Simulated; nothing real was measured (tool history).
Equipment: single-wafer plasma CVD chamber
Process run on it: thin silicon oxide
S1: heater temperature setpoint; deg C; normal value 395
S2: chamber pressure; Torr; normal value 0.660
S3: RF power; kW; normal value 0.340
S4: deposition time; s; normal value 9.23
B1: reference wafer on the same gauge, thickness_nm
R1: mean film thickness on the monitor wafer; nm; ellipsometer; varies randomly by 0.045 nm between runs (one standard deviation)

Run 1, hour 0.0: usual settings; B1 15.178. Result: R1 14.398 nm.
Run 2, hour 13.5: usual settings but S2 0.616 Torr, S3 0.375 kW; B1 15.202. Result: R1 13.641 nm.
Run 3, hour 37.0: usual settings but S2 0.616 Torr, S3 0.375 kW; B1 15.206. Result: R1 13.705 nm.
Run 4, hour 56.9: usual settings but S2 0.616 Torr, S3 0.375 kW; B1 15.192. Result: R1 13.742 nm.
Run 5, hour 92.4: usual settings; B1 15.195. Result: R1 14.352 nm.
Run 6, hour 107.0: usual settings; B1 15.213. Result: R1 14.455 nm.
Run 7, hour 142.7: usual settings; B1 15.237. Result: R1 14.391 nm.
Run 8, hour 163.6: usual settings but S4 8.04 s; B1 15.214. Result: R1 12.684 nm.
Run 9, hour 177.0: usual settings but S4 8.04 s; B1 15.236. Result: R1 12.662 nm.
Run 10, hour 202.7: usual settings but S4 8.04 s; B1 15.229. Result: R1 12.532 nm.
Run 11, hour 229.8: usual settings; B1 15.248. Result: R1 14.488 nm.
Run 12, hour 245.1: usual settings; B1 15.245. Result: R1 14.502 nm.
Run 13, hour 339.1: usual settings; B1 15.002. Result: R1 14.265 nm.
Run 14, hour 365.9: usual settings; B1 15.024. Result: R1 14.269 nm.
Run 15, hour 470.7: usual settings but S1 391 deg C, S2 0.717 Torr, S3 0.275 kW, S4 9.76 s; B1 15.032. Result: R1 15.758 nm.
Run 16, hour 501.9: usual settings but S1 400 deg C; B1 15.085. Result: R1 14.253 nm.
Run 17, hour 531.4: usual settings but S2 0.766 Torr, S3 0.320 kW; B1 15.065. Result: R1 16.362 nm.
Run 18, hour 548.5: usual settings but S1 404 deg C, S4 10.35 s; B1 15.071. Result: R1 15.935 nm.
Run 19, hour 566.5: usual settings but S1 388 deg C, S3 0.290 kW; B1 15.084. Result: R1 13.964 nm.
Run 20, hour 579.7: usual settings but S2 0.811 Torr, S4 7.60 s; B1 15.092. Result: R1 14.361 nm.
Run 21, hour 673.7: usual settings; B1 15.116. Result: R1 14.298 nm.
Run 22, hour 693.5: usual settings but S2 0.801 Torr; B1 15.107. Result: R1 17.147 nm.
Run 23, hour 714.9: usual settings but S2 0.752 Torr, S4 7.57 s; B1 15.132. Result: R1 13.368 nm.
Run 24, hour 742.8: usual settings; B1 15.138. Result: R1 14.408 nm.
Run 25, hour 778.3: usual settings but S3 0.275 kW, S4 8.28 s; B1 15.152. Result: R1 12.385 nm.
Run 26, hour 803.8: usual settings but S3 0.295 kW; B1 15.146. Result: R1 13.955 nm.
Run 27, hour 836.0: usual settings; B1 15.155. Result: R1 14.399 nm.

Between the runs listed above, the log contained 5 entries, not reproduced here. Where in the sequence does each belong, and how does what the log doesn't record of the tool's condition differ from the listed run before to the listed run after?
Between runs 12 and 13: gauge calibrated (hour 255.9)
  gauge reads high (%): 1.69 -> 0.144
  measured value less the no-hidden-state value, R1: +0.241 -> +0.020 nm
Between runs 15 and 16: capacitance manometer re-zeroed and calibrated (hour 495.3)
  gauge reads high (%): 0.389 -> 0.447
  measured value less the no-hidden-state value, R1: +0.061 -> +0.064 nm
Between runs 17 and 18: thermocouple changed; heater temperature recalibrated (hour 546.7)
  gauge reads high (%): 0.502 -> 0.534
  measured value less the no-hidden-state value, R1: +0.082 -> +0.085 nm
Between runs 18 and 19: showerhead replaced (hour 564.7)
  gauge reads high (%): 0.534 -> 0.567
  measured value less the no-hidden-state value, R1: +0.085 -> +0.079 nm
Between runs 20 and 21: RF generator calibrated (hour 598.3)
  gauge reads high (%): 0.592 -> 0.767
  measured value less the no-hidden-state value, R1: +0.084 -> +0.109 nm
